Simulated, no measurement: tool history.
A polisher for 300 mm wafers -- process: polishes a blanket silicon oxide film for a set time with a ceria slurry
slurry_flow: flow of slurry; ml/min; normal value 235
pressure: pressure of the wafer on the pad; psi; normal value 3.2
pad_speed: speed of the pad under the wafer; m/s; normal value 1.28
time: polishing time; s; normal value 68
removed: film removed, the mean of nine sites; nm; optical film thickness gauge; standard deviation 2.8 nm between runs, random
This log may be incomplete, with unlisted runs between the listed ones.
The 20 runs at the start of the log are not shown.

| run | hour | slurry_flow | pressure | pad_speed | time | wafers since the last listed run | wafers polished on this pad | hours since the slurry nozzle was cleaned | hours since the head pressure was calibrated | incoming thickness of the incoming film, nm | removed |
|---|---|---|---|---|---|---|---|---|---|---|---|
|  | 1169.9 | head pressure recalibrated |
| 21 | 1215.0 | 280 | 3.2 | 1.28 | 68 | 297 | 457 | 107.7 | 45.1 | 1131.4 | 436.2 |
| 22 | 1242.4 | 270 | 3.2 | 1.00 | 92 | 174 | 632 | 135.1 | 72.5 | 1118.4 | 458.3 |
| 23 | 1271.0 | 235 | 3.2 | 1.28 | 68 | 182 | 814 | 163.7 | 101.1 | 1136.5 | 419.4 |
| 24 | 1310.6 | 275 | 3.2 | 1.28 | 68 | 252 | 1066 | 203.3 | 140.7 | 1143.8 | 433.6 |
| 25 | 1380.8 | 160 | 3.6 | 1.14 | 89 | 446 | 1513 | 273.5 | 210.9 | 1125.7 | 522.2 |
| 26 | 1444.0 | 235 | 3.2 | 1.28 | 68 | 402 | 1915 | 336.7 | 274.1 | 1125.9 | 415.8 |
| 27 | 1512.4 | 235 | 3.2 | 1.28 | 48 | 435 | 2351 | 405.1 | 342.5 | 1107.7 | 290.9 |
| 28 | 1570.1 | 155 | 2.3 | 1.28 | 55 | 367 | 2718 | 462.8 | 400.2 | 1113.0 | 231.9 |
|  | 1608.8 | worn pad replaced by a new one |
| 29 | 1610.5 | 165 | 3.2 | 1.08 | 78 | 231 | 10 | 503.2 | 440.6 | 1143.6 | 402.9 |
| 30 | 1647.5 | 235 | 3.2 | 1.28 | 61 | 235 | 246 | 540.2 | 477.6 | 1128.5 | 385.4 |
|  | 1700.0 | slurry nozzle cleaned |
| 31 | 1702.9 | 235 | 3.2 | 1.16 | 68 | 346 | 592 | 2.9 | 533.0 | 1130.0 | 385.4 |
| 32 | 1750.3 | 235 | 2.6 | 1.06 | 68 | 301 | 894 | 50.3 | 580.4 | 1145.6 | 291.5 |
| 33 | 1797.0 | 235 | 2.7 | 1.62 | 68 | 297 | 1191 | 97.0 | 627.1 | 1119.6 | 453.3 |
| 34 | 1867.7 | 235 | 2.9 | 1.28 | 68 | 450 | 1641 | 167.7 | 697.8 | 1142.4 | 381.3 |
| 35 | 1910.9 | 235 | 4.2 | 1.28 | 68 | 275 | 1916 | 210.9 | 741.0 | 1146.9 | 542.7 |
| 36 | 1958.2 | 215 | 3.2 | 1.28 | 68 | 301 | 2218 | 258.2 | 788.3 | 1139.5 | 411.3 |
| 37 | 2019.9 | 275 | 3.9 | 1.28 | 68 | 392 | 2610 | 319.9 | 850.0 | 1106.4 | 503.1 |

Here are 4 independent what-if runs from the current tool condition. What would each one return?
| A | 2020.4 | 235 | 3.2 | 0.96 | 68 | 3 | 2614 | 320.4 | 850.5 | 1129.7 | ? |
| B | 2020.4 | 235 | 4.2 | 1.66 | 50 | 3 | 2614 | 320.4 | 850.5 | 1129.7 | ? |
| C | 2020.4 | 235 | 3.6 | 1.28 | 56 | 3 | 2614 | 320.4 | 850.5 | 1129.7 | ? |
| D | 2020.4 | 290 | 3.2 | 1.28 | 68 | 3 | 2614 | 320.4 | 850.5 | 1129.7 | ? |

| run | removed |
|---|---|
| A | 308.2 |
| B | 502.5 |
| C | 376.0 |
| D | 415.7 |
Without the tool's unlogged condition, the same runs would have read:
| run | removed |
|---|---|
| A | 327.5 |
| B | 533.9 |
| C | 399.5 |
| D | 441.8 |

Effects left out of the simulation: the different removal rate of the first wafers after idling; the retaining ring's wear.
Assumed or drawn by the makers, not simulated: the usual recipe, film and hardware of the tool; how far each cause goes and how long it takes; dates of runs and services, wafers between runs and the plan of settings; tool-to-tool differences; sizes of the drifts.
